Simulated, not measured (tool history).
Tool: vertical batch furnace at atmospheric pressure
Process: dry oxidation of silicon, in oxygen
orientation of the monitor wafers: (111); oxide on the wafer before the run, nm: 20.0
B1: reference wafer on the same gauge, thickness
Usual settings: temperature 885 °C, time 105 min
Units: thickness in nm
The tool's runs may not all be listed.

{"run": 1, "hour": 0.0, "temperature": 885, "time": 105, "B1": 48.98, "thickness": 52.34}
{"run": 2, "hour": 36.0, "temperature": 885, "time": 105, "B1": 49.03, "thickness": 52.29}
{"run": 3, "hour": 71.5, "temperature": 885, "time": 105, "B1": 48.97, "thickness": 52.23}
{"run": 4, "hour": 101.9, "temperature": 885, "time": 105, "B1": 49, "thickness": 52.1}
{"run": 5, "hour": 127.0, "temperature": 902, "time": 105, "B1": 49.02, "thickness": 59.42}
{"run": 6, "hour": 155.9, "temperature": 902, "time": 105, "B1": 48.98, "thickness": 59.21}
{"run": 7, "hour": 185.4, "temperature": 885, "time": 105, "B1": 48.97, "thickness": 52.37}
{"run": 8, "hour": 211.0, "temperature": 885, "time": 105, "B1": 49.01, "thickness": 52.36}
{"run": 9, "hour": 226.1, "temperature": 885, "time": 105, "B1": 49.01, "thickness": 52.24}
{"run": 10, "hour": 256.3, "temperature": 885, "time": 105, "B1": 49.01, "thickness": 52.28}
{"run": 11, "hour": 272.0, "temperature": 885, "time": 105, "B1": 48.98, "thickness": 52.45}
{"run": 12, "hour": 292.6, "temperature": 885, "time": 105, "B1": 49, "thickness": 52.32}
{"run": 13, "hour": 305.3, "temperature": 885, "time": 105, "B1": 49, "thickness": 52.5}
{"run": 14, "hour": 334.3, "temperature": 885, "time": 105, "B1": 48.99, "thickness": 52.41}
{"hour": 363.5, "done": "boat lift adjusted"}
{"run": 15, "hour": 409.6, "temperature": 885, "time": 105, "B1": 49, "thickness": 53.86}
{"run": 16, "hour": 425.6, "temperature": 903, "time": 105, "B1": 49, "thickness": 61.99}
{"run": 17, "hour": 440.9, "temperature": 885, "time": 105, "B1": 49.01, "thickness": 54.11}
{"run": 18, "hour": 454.9, "temperature": 866, "time": 105, "B1": 48.98, "thickness": 47.26}
{"run": 19, "hour": 473.5, "temperature": 885, "time": 105, "B1": 49, "thickness": 54.14}
{"run": 20, "hour": 491.1, "temperature": 899, "time": 89, "B1": 48.98, "thickness": 55.06}
{"run": 21, "hour": 522.8, "temperature": 861, "time": 123.5, "B1": 49.01, "thickness": 49.03}
{"run": 22, "hour": 551.5, "temperature": 885, "time": 119, "B1": 48.98, "thickness": 57.45}
{"run": 23, "hour": 576.9, "temperature": 885, "time": 105, "B1": 49, "thickness": 54.04}
{"hour": 611.8, "done": "thermocouples replaced and temperature profile calibrated"}
{"run": 24, "hour": 612.3, "temperature": 885, "time": 105, "B1": 48.98, "thickness": 51.91}
{"run": 25, "hour": 624.9, "temperature": 864, "time": 87, "B1": 49, "thickness": 41.44}
{"run": 26, "hour": 658.2, "temperature": 885, "time": 137.5, "B1": 48.98, "thickness": 59.26}
{"hour": 670.0, "done": "gauge calibrated"}
{"run": 27, "hour": 692.4, "temperature": 885, "time": 105, "B1": 49, "thickness": 51.63}
{"run": 28, "hour": 712.1, "temperature": 908, "time": 125.5, "B1": 48.99, "thickness": 67.63}
{"run": 29, "hour": 729.4, "temperature": 903, "time": 77.5, "B1": 48.98, "thickness": 50.68}
{"run": 30, "hour": 743.6, "temperature": 902, "time": 105, "B1": 49, "thickness": 58.67}
{"run": 31, "hour": 775.0, "temperature": 900, "time": 105, "B1": 48.99, "thickness": 57.71}
{"run": 32, "hour": 796.1, "temperature": 871, "time": 131, "B1": 49.02, "thickness": 52.01}
{"run": 33, "hour": 822.4, "temperature": 885, "time": 105, "B1": 48.99, "thickness": 51.54}
{"run": 34, "hour": 834.9, "temperature": 894, "time": 105, "B1": 49.01, "thickness": 55.3}
{"run": 35, "hour": 859.1, "temperature": 885, "time": 126.5, "B1": 49.01, "thickness": 56.38}
{"run": 36, "hour": 881.9, "temperature": 885, "time": 105, "B1": 48.99, "thickness": 51.68}
{"run": 37, "hour": 945.5, "temperature": 867, "time": 152.5, "B1": 49, "thickness": 54.16}
{"run": 38, "hour": 971.8, "temperature": 871, "time": 80, "B1": 49.01, "thickness": 41.57}
{"run": 39, "hour": 991.4, "temperature": 874, "time": 77, "B1": 49.04, "thickness": 41.83}

Forecast each of these 4 alternatives for the next run:
{"run": "A", "hour": 996.9, "temperature": 909, "time": 105, "B1": "?", "thickness": "?"}
{"run": "B", "hour": 996.9, "temperature": 902, "time": 75, "B1": "?", "thickness": "?"}
{"run": "C", "hour": 996.9, "temperature": 909, "time": 82.5, "B1": "?", "thickness": "?"}
{"run": "D", "hour": 996.9, "temperature": 885, "time": 129.5, "B1": "?", "thickness": "?"}

run=A B1=49 thickness=61.54
run=B B1=49 thickness=49.39
run=C B1=49 thickness=54.33
run=D B1=49 thickness=57.15
Without the tool's hidden state the same runs would have given:
run=A thickness=62.13
run=B thickness=49.8
run=C thickness=54.82
run=D thickness=57.69
